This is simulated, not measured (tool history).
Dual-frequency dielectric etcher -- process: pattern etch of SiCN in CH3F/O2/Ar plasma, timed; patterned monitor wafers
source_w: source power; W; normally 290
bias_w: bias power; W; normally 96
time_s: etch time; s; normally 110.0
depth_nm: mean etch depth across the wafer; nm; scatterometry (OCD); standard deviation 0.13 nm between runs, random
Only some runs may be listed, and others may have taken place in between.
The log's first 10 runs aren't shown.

| run | hour | source_w | bias_w | time_s | read-back reference wafer on the same gauge, depth_nm | depth_nm |
|---|---|---|---|---|---|---|
|  | 863.4 | gauge calibrated |
| 11 | 934.1 | 290 | 96 | 110.0 | 36.26 | 37.62 |
| 12 | 971.1 | 290 | 96 | 110.0 | 36.29 | 37.76 |
| 13 | 1072.0 | 290 | 108 | 133.5 | 36.30 | 47.90 |
| 14 | 1148.8 | 290 | 108 | 133.5 | 36.32 | 47.66 |
|  | 1172.7 | bias power generator calibrated |
|  | 1198.1 | wet clean of the chamber, repeated, since the last time left the tool worse |
| 15 | 1224.9 | 290 | 108 | 133.5 | 36.29 | 49.84 |
| 16 | 1288.3 | 240 | 96 | 110.0 | 36.30 | 37.01 |
| 17 | 1338.0 | 290 | 96 | 110.0 | 36.30 | 38.94 |
| 18 | 1444.1 | 220 | 96 | 134.5 | 36.30 | 43.64 |
| 19 | 1544.2 | 290 | 84 | 100.0 | 36.32 | 32.87 |
|  | 1564.4 | source power generator calibrated |
|  | 1649.8 | wet clean of the chamber |
|  | 1659.0 | upper electrode replaced |
| 20 | 1659.5 | 250 | 81 | 110.0 | 36.30 | 34.66 |
| 21 | 1710.4 | 340 | 79 | 133.0 | 36.31 | 45.54 |
| 22 | 1800.3 | 290 | 96 | 110.0 | 36.28 | 38.76 |
| 23 | 1864.5 | 290 | 80 | 123.0 | 36.29 | 40.15 |
| 24 | 1970.0 | 320 | 96 | 110.0 | 36.32 | 39.35 |
|  | 2060.5 | wet clean of the chamber |
| 25 | 2061.0 | 250 | 96 | 110.0 | 36.31 | 37.32 |
| 26 | 2167.6 | 290 | 96 | 110.0 | 36.30 | 38.90 |
| 27 | 2205.7 | 290 | 96 | 110.0 | 36.30 | 38.66 |
|  | 2242.5 | gauge calibrated |
| 28 | 2269.4 | 290 | 96 | 110.0 | 36.29 | 38.89 |
| 29 | 2343.1 | 290 | 96 | 83.5 | 36.30 | 29.39 |
| 30 | 2397.7 | 290 | 96 | 110.0 | 36.30 | 38.32 |

Alternative continuations, all from the tool just after run 30; predict every row:
| A | 2398.1 | 290 | 96 | 110.0 | ? | ? |
| B | 2398.1 | 270 | 107 | 101.5 | ? | ? |
| C | 2398.1 | 310 | 82 | 110.0 | ? | ? |

| run | read-back reference wafer on the same gauge, depth_nm | depth_nm |
|---|---|---|
| A | 36.29 | 38.64 |
| B | 36.29 | 36.59 |
| C | 36.29 | 36.84 |
Had the tool no hidden state, the same runs would have come out as:
| run | depth_nm |
|---|---|
| A | 39.23 |
| B | 37.15 |
| C | 37.40 |

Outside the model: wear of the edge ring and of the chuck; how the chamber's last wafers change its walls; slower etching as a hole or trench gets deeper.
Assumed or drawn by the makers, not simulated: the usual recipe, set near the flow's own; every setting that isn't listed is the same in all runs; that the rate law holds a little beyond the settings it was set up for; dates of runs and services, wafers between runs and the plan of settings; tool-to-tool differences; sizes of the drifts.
